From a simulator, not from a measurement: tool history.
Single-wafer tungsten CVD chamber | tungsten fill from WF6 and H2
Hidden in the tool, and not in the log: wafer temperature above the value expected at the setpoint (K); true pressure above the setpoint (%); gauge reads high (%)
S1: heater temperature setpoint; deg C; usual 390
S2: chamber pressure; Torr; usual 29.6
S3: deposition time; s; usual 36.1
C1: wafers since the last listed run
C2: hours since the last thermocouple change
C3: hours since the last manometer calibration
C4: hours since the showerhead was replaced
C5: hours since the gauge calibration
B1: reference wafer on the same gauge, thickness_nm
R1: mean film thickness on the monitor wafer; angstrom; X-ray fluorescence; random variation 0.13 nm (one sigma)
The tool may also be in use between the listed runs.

run     day   S1    S2    S3    C1      C2      C3      C4     C5      B1      R1
  1       0  390  29.6  36.1     0  2159.1  1824.1  4042.2   96.9  97.394  891.55
  2   2.483  390  29.6  36.1  1859  2218.7  1883.7  4101.8  156.5  97.404  893.61
  3    3.65  390  29.6  36.1   873  2246.7  1911.7  4129.8  184.5  97.408  893.37
  4   5.138  390  35.4  36.1  1114  2282.4  1947.4  4165.5  220.2  97.388  959.81
  5   7.246  390  35.4  36.1  1579    2333    1998  4216.1  270.8  97.395  957.17
  6   8.671  390  35.4  36.1  1067  2367.2  2032.2  4250.3    305  97.391  956.17
     11.117  -- showerhead replaced
  7  11.138  390  29.6  36.1  1597  2426.4  2091.4     0.5  364.2  97.371  895.01
     12.525  -- thermocouple changed; heater temperature recalibrated
  8  13.854  390  29.6  36.1  1785    31.9  2156.6    65.7  429.4  97.403  865.17
     15.196  -- capacitance manometer re-zeroed and calibrated
  9  15.225  390  29.6  36.1   777    64.8     0.7    98.6  462.3  97.416  844.72
     17.304  -- gauge calibrated
 10  17.721  381  34.2  40.3  1869   124.7    60.6   158.5     10  97.411  857.99
 11  19.038  399  29.6  31.7   986   156.3    92.2   190.1   41.6  97.416  866.18
 12  21.233  385  29.6  36.1  1644     209   144.9   242.8   94.3  97.408  784.29
 13  23.017  390    33  29.4  1335   251.8   187.7   285.6  137.1  97.402  726.88
 14  25.888  390    23  36.1  2150   320.7   256.6   354.5    206  97.394  779.87
 15  28.654  390  29.6  40.1  2072   387.1     323   420.9  272.4  97.421  958.24

4 ways to go on from here, each from the tool as it stands after run 15. What would each give?
  A  28.671  390  29.6  42.6  12  387.5  323.4  421.3  272.8   ?   ?
  B  28.671  382  32.2  30.2  12  387.5  323.4  421.3  272.8   ?   ?
  C  28.671  401  33.4  36.1  12  387.5  323.4  421.3  272.8   ?   ?
  D  28.671  381  34.9  42.6  12  387.5  323.4  421.3  272.8   ?   ?

run      B1       R1
  A  97.406  1018.55
  B  97.406   648.48
  C  97.406  1083.77
  D  97.406   928.61
Without the tool's hidden state the same runs would have given:
run      R1
  A  992.47
  B  631.66
  C  1056.7
  D  904.49
